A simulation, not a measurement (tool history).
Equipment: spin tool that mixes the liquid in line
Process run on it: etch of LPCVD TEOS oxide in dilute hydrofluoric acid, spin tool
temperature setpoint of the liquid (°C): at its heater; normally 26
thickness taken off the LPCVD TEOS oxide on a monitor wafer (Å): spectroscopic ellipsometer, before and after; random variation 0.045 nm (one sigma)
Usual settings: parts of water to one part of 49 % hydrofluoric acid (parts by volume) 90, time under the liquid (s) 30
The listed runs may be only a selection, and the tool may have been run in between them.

run	hour	temperature setpoint of the liquid (°C)	parts of water to one part of 49 % hydrofluoric acid (parts by volume)	time under the liquid (s)	wafers since the last listed run	hours since the thermometer was replaced	hours since the hydrofluoric acid flow meter was replaced	hours since the gauge calibration	read-back film thickness of the LPCVD TEOS oxide reference wafer, read on the same gauge (nm)	thickness taken off the LPCVD TEOS oxide on a monitor wafer (Å)
1	0	26	90	30	0	1511.3	252.7	409.4	149.99	69.4
2	97.4	26	90	30	1947	1608.7	350.1	506.8	149.98	69.7
3	163.4	26	90	30	1319	1674.7	416.1	572.8	149.99	68.8
4	345.4	26	90	30	3639	1856.7	598.1	754.8	150.05	70.1
5	455.6	26	90	30	2203	1966.9	708.3	865	150.02	70.6
6	481.3	26	90	30	513	1992.6	734	890.7	150	69.8
7	520.6	26	90	30	785	2031.9	773.3	930	150.01	70.7
8	565.2	26	90	30	891	2076.5	817.9	974.6	150	70.8
9	612	26	90	30	935	2123.3	864.7	1021.4	150.02	70.8
# hour 633.9: hydrofluoric acid flow meter replaced
10	639.5	26	90	30	529	2150.8	5.6	1048.9	150.02	71
# hour 657.5: thermometer replaced
11	688.5	26	90	30	959	31	54.6	1097.9	149.99	73.3
12	727.6	26	120	15	781	70.1	93.7	1137	149.99	26.9
# hour 772.1: gauge calibrated
13	798.2	22	50	40	1411	140.7	164.3	26.1	149.99	161.1
14	850.4	22	70	15	1043	192.9	216.5	78.3	150.06	41.6
15	880.5	26	125	30	601	223	246.6	108.4	150	50.8
# hour 885.6: thermometer replaced, repeated, since the last time left the tool worse
16	917.3	26	90	30	715	31.7	283.4	145.2	150.03	65.4
17	974.2	26	90	30	1137	88.6	340.3	202.1	149.95	66.1
18	1006.2	26	65	30	639	120.6	372.3	234.1	150.02	95.1
19	1037.1	26	90	45	617	151.5	403.2	265	149.96	99.6
20	1095.9	23.5	105	40	1175	210.3	462	323.8	150	67.4

Here are 3 independent what-if runs from the current tool condition. What would each one return?
A	1096.3	26	90	30	7	210.7	462.4	324.2	?	?
B	1096.3	30.5	105	40	7	210.7	462.4	324.2	?	?
C	1096.3	26	90	40	7	210.7	462.4	324.2	?	?

run	read-back film thickness of the LPCVD TEOS oxide reference wafer, read on the same gauge (nm)	thickness taken off the LPCVD TEOS oxide on a monitor wafer (Å)
A	149.99	66.2
B	149.99	87.9
C	149.99	88.2
With the hidden condition removed and each run's random variation left untouched, the same runs would have given:
run	thickness taken off the LPCVD TEOS oxide on a monitor wafer (Å)
A	65.3
B	86.8
C	87.1

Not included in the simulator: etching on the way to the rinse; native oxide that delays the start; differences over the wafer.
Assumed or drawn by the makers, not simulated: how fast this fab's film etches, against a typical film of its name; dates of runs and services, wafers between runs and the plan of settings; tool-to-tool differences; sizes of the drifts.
